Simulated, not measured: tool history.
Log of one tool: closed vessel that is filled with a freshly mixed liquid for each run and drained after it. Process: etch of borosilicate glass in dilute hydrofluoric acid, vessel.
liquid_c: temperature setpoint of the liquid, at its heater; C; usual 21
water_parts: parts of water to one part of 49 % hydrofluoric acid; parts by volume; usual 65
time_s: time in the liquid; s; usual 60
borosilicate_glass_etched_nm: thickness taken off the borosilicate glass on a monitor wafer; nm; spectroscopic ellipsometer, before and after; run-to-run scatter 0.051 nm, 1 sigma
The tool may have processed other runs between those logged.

run,hour,liquid_c,water_parts,time_s,"read-back film thickness of the borosilicate glass reference wafer, read on the same gauge (nm)",borosilicate_glass_etched_nm
1,0,21,65,35,80,16.64
# hour 5: gauge calibrated
2,15.4,21,65,75,80,35.9
3,31.1,21,65,75,80.01,35.76
4,45.4,21,65,75,80.01,35.84
5,51.8,21,50,60,80,38.07
6,63,21,55,60,79.99,34.29
7,78.7,21,55,60,80,34.35
8,93.4,21,65,60,79.98,28.86

Forecast run 9:
9,99.6,24,90,75,?,?

Logged for run 9: read-back film thickness of the borosilicate glass reference wafer, read on the same gauge (nm) 80.02, borosilicate_glass_etched_nm 28.5 nm.
Had the tool carried no hidden state, the very same run would have given borosilicate_glass_etched_nm 25.2 nm.
